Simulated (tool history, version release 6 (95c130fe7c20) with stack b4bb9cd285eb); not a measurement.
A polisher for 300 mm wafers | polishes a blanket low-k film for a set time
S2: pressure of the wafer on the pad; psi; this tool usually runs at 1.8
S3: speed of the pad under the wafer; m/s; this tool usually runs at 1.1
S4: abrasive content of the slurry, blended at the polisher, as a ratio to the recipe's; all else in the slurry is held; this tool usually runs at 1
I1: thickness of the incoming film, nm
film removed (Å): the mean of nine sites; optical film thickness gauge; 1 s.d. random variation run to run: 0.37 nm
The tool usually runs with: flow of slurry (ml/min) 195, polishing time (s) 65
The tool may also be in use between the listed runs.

run 1 hour=0 | flow_of_slurry_(ml/min)=195 S2=1.8 S3=1.1 S4=1 polishing_time_(s)=65 | I1=405.9 | film_removed_(Å)=224
run 2 hour=16.4 | flow_of_slurry_(ml/min)=195 S2=1.8 S3=1.1 S4=1 polishing_time_(s)=65 | I1=416.4 | film_removed_(Å)=220
run 3 hour=52.3 | flow_of_slurry_(ml/min)=195 S2=1.8 S3=1.1 S4=1 polishing_time_(s)=65 | I1=409.6 | film_removed_(Å)=214
run 4 hour=81.4 | flow_of_slurry_(ml/min)=195 S2=1.8 S3=1.1 S4=1 polishing_time_(s)=65 | I1=404.1 | film_removed_(Å)=210
-- hour=96.7 conditioning disc replaced and pad reconditioned
run 5 hour=102.9 | flow_of_slurry_(ml/min)=195 S2=2.3 S3=1.1 S4=1 polishing_time_(s)=49 | I1=407.5 | film_removed_(Å)=201
-- hour=107.8 slurry blender recalibrated
-- hour=108.5 slurry nozzle cleaned
run 6 hour=131.1 | flow_of_slurry_(ml/min)=195 S2=1.8 S3=1.1 S4=0.85 polishing_time_(s)=51 | I1=410.6 | film_removed_(Å)=157
run 7 hour=160.7 | flow_of_slurry_(ml/min)=255 S2=1.8 S3=1.22 S4=1.15 polishing_time_(s)=57 | I1=409.5 | film_removed_(Å)=233
run 8 hour=195 | flow_of_slurry_(ml/min)=195 S2=1.8 S3=1.1 S4=1 polishing_time_(s)=65 | I1=411.8 | film_removed_(Å)=198
-- hour=209.6 worn pad replaced by a new one
run 9 hour=211.3 | flow_of_slurry_(ml/min)=165 S2=1.8 S3=1.34 S4=0.85 polishing_time_(s)=83 | I1=403 | film_removed_(Å)=284
run 10 hour=227 | flow_of_slurry_(ml/min)=195 S2=1.8 S3=1.44 S4=1 polishing_time_(s)=45 | I1=417.4 | film_removed_(Å)=187
run 11 hour=248.3 | flow_of_slurry_(ml/min)=260 S2=1.6 S3=1.1 S4=0.75 polishing_time_(s)=65 | I1=411.9 | film_removed_(Å)=152
run 12 hour=261.7 | flow_of_slurry_(ml/min)=195 S2=1.8 S3=1.1 S4=1 polishing_time_(s)=87 | I1=415.8 | film_removed_(Å)=294
run 13 hour=282.4 | flow_of_slurry_(ml/min)=195 S2=1.8 S3=1.28 S4=1 polishing_time_(s)=65 | I1=410.7 | film_removed_(Å)=233
run 14 hour=305.4 | flow_of_slurry_(ml/min)=240 S2=2.3 S3=1.1 S4=1.15 polishing_time_(s)=84 | I1=411 | film_removed_(Å)=387
run 15 hour=328 | flow_of_slurry_(ml/min)=195 S2=1.8 S3=0.8 S4=1 polishing_time_(s)=65 | I1=405.7 | film_removed_(Å)=156
-- hour=349.5 conditioning disc replaced and pad reconditioned
run 16 hour=358.4 | flow_of_slurry_(ml/min)=195 S2=1.5 S3=1.1 S4=1 polishing_time_(s)=84 | I1=415.4 | film_removed_(Å)=212
-- hour=362.6 slurry blender recalibrated
run 17 hour=373.5 | flow_of_slurry_(ml/min)=195 S2=1.5 S3=1.22 S4=1.2 polishing_time_(s)=65 | I1=411.2 | film_removed_(Å)=238
run 18 hour=387.3 | flow_of_slurry_(ml/min)=135 S2=2.3 S3=1.3 S4=1 polishing_time_(s)=79 | I1=411.1 | film_removed_(Å)=377
run 19 hour=415.5 | flow_of_slurry_(ml/min)=195 S2=1.8 S3=1.1 S4=1 polishing_time_(s)=65 | I1=414.8 | film_removed_(Å)=217
-- hour=421.5 slurry nozzle cleaned
run 20 hour=448.4 | flow_of_slurry_(ml/min)=195 S2=2.1 S3=1.1 S4=1 polishing_time_(s)=65 | I1=410.2 | film_removed_(Å)=226
-- hour=461 worn pad replaced by a new one
run 21 hour=472.2 | flow_of_slurry_(ml/min)=195 S2=1.8 S3=1.1 S4=1.3 polishing_time_(s)=65 | I1=407.3 | film_removed_(Å)=270
run 22 hour=501 | flow_of_slurry_(ml/min)=245 S2=1.8 S3=0.98 S4=1 polishing_time_(s)=65 | I1=415.1 | film_removed_(Å)=205
run 23 hour=532.7 | flow_of_slurry_(ml/min)=195 S2=1.8 S3=0.76 S4=1 polishing_time_(s)=75 | I1=411.2 | film_removed_(Å)=181
-- hour=560 conditioning disc replaced and pad reconditioned
run 24 hour=567 | flow_of_slurry_(ml/min)=195 S2=1.8 S3=1.44 S4=1 polishing_time_(s)=45 | I1=412.3 | film_removed_(Å)=177
run 25 hour=579 | flow_of_slurry_(ml/min)=195 S2=1.8 S3=1.1 S4=1 polishing_time_(s)=65 | I1=409.7 | film_removed_(Å)=202
run 26 hour=592 | flow_of_slurry_(ml/min)=195 S2=1.8 S3=1.1 S4=1 polishing_time_(s)=65 | I1=414.4 | film_removed_(Å)=199
-- hour=604 slurry blender recalibrated
run 27 hour=605 | flow_of_slurry_(ml/min)=195 S2=1.8 S3=1.1 S4=1 polishing_time_(s)=47 | I1=410.5 | film_removed_(Å)=178

3 ways to go on from here, each from the tool as it stands after run 27. What would each give?
run A hour=605.4 | flow_of_slurry_(ml/min)=260 S2=1.8 S3=1.1 S4=1 polishing_time_(s)=65 | I1=410.1 | film_removed_(Å)=?
run B hour=605.4 | flow_of_slurry_(ml/min)=225 S2=1.8 S3=1.1 S4=1 polishing_time_(s)=65 | I1=410.1 | film_removed_(Å)=?
run C hour=605.4 | flow_of_slurry_(ml/min)=195 S2=1.8 S3=1.1 S4=1.25 polishing_time_(s)=65 | I1=410.1 | film_removed_(Å)=?

run=A film_removed_(Å)=252
run=B film_removed_(Å)=249
run=C film_removed_(Å)=280
Without the tool's hidden state the same runs would have given:
run=A film_removed_(Å)=274
run=B film_removed_(Å)=270
run=C film_removed_(Å)=303

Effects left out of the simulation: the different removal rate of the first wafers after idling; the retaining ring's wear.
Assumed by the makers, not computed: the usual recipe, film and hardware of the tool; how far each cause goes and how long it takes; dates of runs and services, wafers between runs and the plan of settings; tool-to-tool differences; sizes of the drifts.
